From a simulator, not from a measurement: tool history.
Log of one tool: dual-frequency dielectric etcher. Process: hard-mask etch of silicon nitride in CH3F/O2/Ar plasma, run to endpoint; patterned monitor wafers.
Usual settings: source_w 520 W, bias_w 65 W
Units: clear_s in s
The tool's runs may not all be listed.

run,hour,source_w,bias_w,wafers since the last listed run,hours since the last wet clean,hours since the last source power generator calibration,hours since the last bias power generator calibration,hours since the last upper electrode change,"incoming incoming film thickness, nm",clear_s
1,0.0,520,77,0,233.4,2060.0,1487.2,3013.9,54.2,69.2
2,50.5,520,65,439,283.9,2110.5,1537.7,3064.4,53.6,74.8
3,65.8,520,65,133,299.2,2125.8,1553.0,3079.7,53.5,74.0
4,79.0,520,65,114,312.4,2139.0,1566.2,3092.9,53.9,74.7
5,107.1,600,74,244,340.5,2167.1,1594.3,3121.0,54.5,68.0
6,135.2,600,74,244,368.6,2195.2,1622.4,3149.1,54.0,67.2
7,166.0,600,74,268,399.4,2226.0,1653.2,3179.9,53.6,66.7
8,184.2,520,65,158,417.6,2244.2,1671.4,3198.1,53.9,74.8
# hour 207.7: bias power generator calibrated
9,215.5,520,65,237,448.9,2275.5,7.8,3229.4,53.8,74.2
10,241.1,520,65,222,474.5,2301.1,33.4,3255.0,53.6,73.5
11,256.9,480,65,137,490.3,2316.9,49.2,3270.8,53.9,76.4
12,295.5,480,65,335,528.9,2355.5,87.8,3309.4,54.8,77.2
# hour 329.3: wet clean of the chamber
13,329.8,520,65,89,0.5,2389.8,122.1,3343.7,53.7,74.2
14,338.5,520,65,75,9.2,2398.5,130.8,3352.4,53.7,73.9
15,357.3,520,77,163,28.0,2417.3,149.6,3371.2,54.0,69.3
16,369.5,650,54,106,40.2,2429.5,161.8,3383.4,54.3,75.8
17,399.7,610,75,262,70.4,2459.7,192.0,3413.6,54.2,67.2
18,430.8,600,78,270,101.5,2490.8,223.1,3444.7,54.4,66.5
# hour 451.8: source power generator calibrated
# hour 462.7: upper electrode replaced
19,463.2,520,65,152,133.9,11.4,255.5,0.5,54.1,75.3
20,469.3,640,74,53,140.0,17.5,261.6,6.6,54.4,66.7
21,500.7,410,57,273,171.4,48.9,293.0,38.0,54.0,85.2
22,529.6,520,65,251,200.3,77.8,321.9,66.9,53.8,73.9
23,542.9,520,65,115,213.6,91.1,335.2,80.2,53.8,74.1
24,557.9,420,51,130,228.6,106.1,350.2,95.2,54.2,89.1
25,587.0,460,76,253,257.7,135.2,379.3,124.3,53.6,70.9
26,603.4,450,80,142,274.1,151.6,395.7,140.7,54.4,71.2
27,668.4,610,73,565,339.1,216.6,460.7,205.7,54.2,67.9

Forecast each of these 3 alternatives for the next run:
A,668.8,570,65,3,339.5,217.0,461.1,206.1,53.4,?
B,668.8,570,79,3,339.5,217.0,461.1,206.1,53.4,?
C,668.8,590,80,3,339.5,217.0,461.1,206.1,53.4,?

run,clear_s
A,71.5
B,65.6
C,64.5
Without the tool's hidden state the same runs would have given:
run,clear_s
A,71.5
B,65.6
C,64.5

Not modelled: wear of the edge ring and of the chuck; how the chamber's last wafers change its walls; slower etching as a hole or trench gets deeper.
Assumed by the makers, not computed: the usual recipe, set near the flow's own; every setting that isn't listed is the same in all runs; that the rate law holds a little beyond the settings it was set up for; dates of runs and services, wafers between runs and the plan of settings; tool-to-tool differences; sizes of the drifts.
